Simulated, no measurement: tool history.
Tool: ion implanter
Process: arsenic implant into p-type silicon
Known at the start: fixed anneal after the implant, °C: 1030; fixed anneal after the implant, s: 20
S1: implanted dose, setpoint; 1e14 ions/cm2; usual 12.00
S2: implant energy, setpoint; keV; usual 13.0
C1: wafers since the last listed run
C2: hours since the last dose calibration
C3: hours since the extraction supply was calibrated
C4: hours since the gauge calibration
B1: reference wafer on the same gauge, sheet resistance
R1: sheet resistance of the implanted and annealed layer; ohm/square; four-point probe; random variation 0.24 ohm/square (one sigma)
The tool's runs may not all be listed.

run 1 day=0.000 | S1=10.21 S2=13.0 | C1=0 C2=1425.1 C3=3327.9 C4=833.2 | B1=119.95 | R1=121.01
run 2 day=0.792 | S1=12.00 S2=11.5 | C1=524 C2=1444.1 C3=3346.9 C4=852.2 | B1=120.07 | R1=113.14
run 3 day=1.871 | S1=12.00 S2=11.5 | C1=714 C2=1470.0 C3=3372.8 C4=878.1 | B1=120.01 | R1=113.51
run 4 day=2.596 | S1=12.00 S2=11.5 | C1=480 C2=1487.4 C3=3390.2 C4=895.5 | B1=119.90 | R1=112.99
run 5 day=6.029 | S1=14.03 S2=13.0 | C1=2273 C2=1569.8 C3=3472.6 C4=977.9 | B1=119.94 | R1=104.03
run 6 day=6.683 | S1=14.03 S2=13.0 | C1=433 C2=1585.5 C3=3488.3 C4=993.6 | B1=120.03 | R1=104.43
run 7 day=7.950 | S1=12.00 S2=13.0 | C1=838 C2=1615.9 C3=3518.7 C4=1024.0 | B1=119.99 | R1=111.10
run 8 day=8.671 | S1=12.00 S2=13.0 | C1=477 C2=1633.2 C3=3536.0 C4=1041.3 | B1=120.15 | R1=111.05
run 9 day=9.829 | S1=12.00 S2=9.5 | C1=766 C2=1661.0 C3=3563.8 C4=1069.1 | B1=119.97 | R1=114.77
-- day=10.271 gauge calibrated
run 10 day=10.921 | S1=12.00 S2=13.0 | C1=722 C2=1687.2 C3=3590.0 C4=15.6 | B1=119.99 | R1=111.02
run 11 day=12.342 | S1=12.00 S2=13.0 | C1=940 C2=1721.3 C3=3624.1 C4=49.7 | B1=119.96 | R1=111.22
run 12 day=12.917 | S1=12.00 S2=13.0 | C1=380 C2=1735.1 C3=3637.9 C4=63.5 | B1=119.93 | R1=110.97
run 13 day=14.083 | S1=12.00 S2=13.0 | C1=772 C2=1763.1 C3=3665.9 C4=91.5 | B1=120.12 | R1=110.90
run 14 day=15.217 | S1=12.00 S2=13.0 | C1=750 C2=1790.3 C3=3693.1 C4=118.7 | B1=119.92 | R1=111.12
run 15 day=16.350 | S1=12.00 S2=13.0 | C1=750 C2=1817.5 C3=3720.3 C4=145.9 | B1=119.99 | R1=110.45
run 16 day=17.354 | S1=12.00 S2=13.0 | C1=664 C2=1841.6 C3=3744.4 C4=170.0 | B1=119.91 | R1=111.11
run 17 day=17.979 | S1=14.13 S2=16.5 | C1=413 C2=1856.6 C3=3759.4 C4=185.0 | B1=120.09 | R1=100.29
run 18 day=18.558 | S1=12.00 S2=13.0 | C1=383 C2=1870.5 C3=3773.3 C4=198.9 | B1=119.94 | R1=110.98
-- day=19.950 Faraday cup replaced and dose calibrated
run 19 day=19.971 | S1=12.00 S2=13.0 | C1=714 C2=0.5 C3=3807.2 C4=232.8 | B1=120.02 | R1=109.70
run 20 day=21.358 | S1=12.00 S2=13.0 | C1=918 C2=33.8 C3=3840.5 C4=266.1 | B1=120.15 | R1=109.86
run 21 day=22.612 | S1=9.29 S2=11.5 | C1=830 C2=63.9 C3=3870.6 C4=296.2 | B1=120.06 | R1=126.05
run 22 day=23.325 | S1=15.59 S2=8.5 | C1=471 C2=81.0 C3=3887.7 C4=313.3 | B1=119.94 | R1=104.18
-- day=24.092 extraction supply calibrated
run 23 day=24.796 | S1=12.00 S2=13.0 | C1=753 C2=116.3 C3=16.9 C4=348.6 | B1=120.04 | R1=109.31
run 24 day=25.442 | S1=13.34 S2=13.0 | C1=427 C2=131.8 C3=32.4 C4=364.1 | B1=120.10 | R1=105.04
-- day=26.912 Faraday cup replaced and dose calibrated, repeated, since the last time left the tool worse
run 25 day=26.933 | S1=12.00 S2=13.0 | C1=766 C2=0.5 C3=68.2 C4=399.9 | B1=120.00 | R1=112.94
run 26 day=27.858 | S1=15.31 S2=9.5 | C1=612 C2=22.7 C3=90.4 C4=422.1 | B1=119.94 | R1=105.43
run 27 day=30.492 | S1=14.92 S2=13.0 | C1=1743 C2=85.9 C3=153.6 C4=485.3 | B1=120.03 | R1=103.11
run 28 day=31.383 | S1=9.01 S2=15.5 | C1=590 C2=107.3 C3=175.0 C4=506.7 | B1=119.98 | R1=129.96
run 29 day=32.025 | S1=12.00 S2=13.0 | C1=424 C2=122.7 C3=190.4 C4=522.1 | B1=120.00 | R1=113.27
run 30 day=32.846 | S1=12.00 S2=13.0 | C1=543 C2=142.4 C3=210.1 C4=541.8 | B1=120.01 | R1=112.82
run 31 day=33.929 | S1=14.37 S2=9.5 | C1=717 C2=168.4 C3=236.1 C4=567.8 | B1=120.09 | R1=107.72
run 32 day=35.096 | S1=12.00 S2=9.0 | C1=772 C2=196.4 C3=264.1 C4=595.8 | B1=120.07 | R1=116.71
run 33 day=35.888 | S1=13.71 S2=9.5 | C1=524 C2=215.4 C3=283.1 C4=614.8 | B1=120.01 | R1=109.99
run 34 day=37.154 | S1=12.00 S2=13.0 | C1=838 C2=245.8 C3=313.5 C4=645.2 | B1=120.05 | R1=112.86
run 35 day=38.462 | S1=10.56 S2=16.0 | C1=866 C2=277.2 C3=344.9 C4=676.6 | B1=119.96 | R1=117.40
run 36 day=39.738 | S1=15.26 S2=8.5 | C1=844 C2=307.8 C3=375.5 C4=707.2 | B1=120.01 | R1=106.55
run 37 day=40.667 | S1=9.69 S2=9.5 | C1=615 C2=330.1 C3=397.8 C4=729.5 | B1=119.83 | R1=129.73

The tool's hidden state at each run:
deviation of the true energy from its setpoint, %: 0 in every run
gauge reads high (%): 0 in every run
H1: deviation of the true dose from the Faraday cup's reading, %
run=1 H1=2.16
run=2 H1=2.21
run=3 H1=2.28
run=4 H1=2.34
run=5 H1=2.58
run=6 H1=2.63
run=7 H1=2.73
run=8 H1=2.78
run=9 H1=2.88
run=10 H1=2.96
run=11 H1=3.08
run=12 H1=3.12
run=13 H1=3.22
run=14 H1=3.32
run=15 H1=3.41
run=16 H1=3.5
run=17 H1=3.55
run=18 H1=3.61
run=19 H1=6.36
run=20 H1=6.36
run=21 H1=6.36
run=22 H1=6.37
run=23 H1=6.37
run=24 H1=6.38
run=25 H1=-0.0342
run=26 H1=-0.0337
run=27 H1=-0.0269
run=28 H1=-0.0228
run=29 H1=-0.0193
run=30 H1=-0.0141
run=31 H1=-0.00616
run=32 H1=0.00393
run=33 H1=0.0117
run=34 H1=0.0255
run=35 H1=0.0417
run=36 H1=0.0594
run=37 H1=0.0735
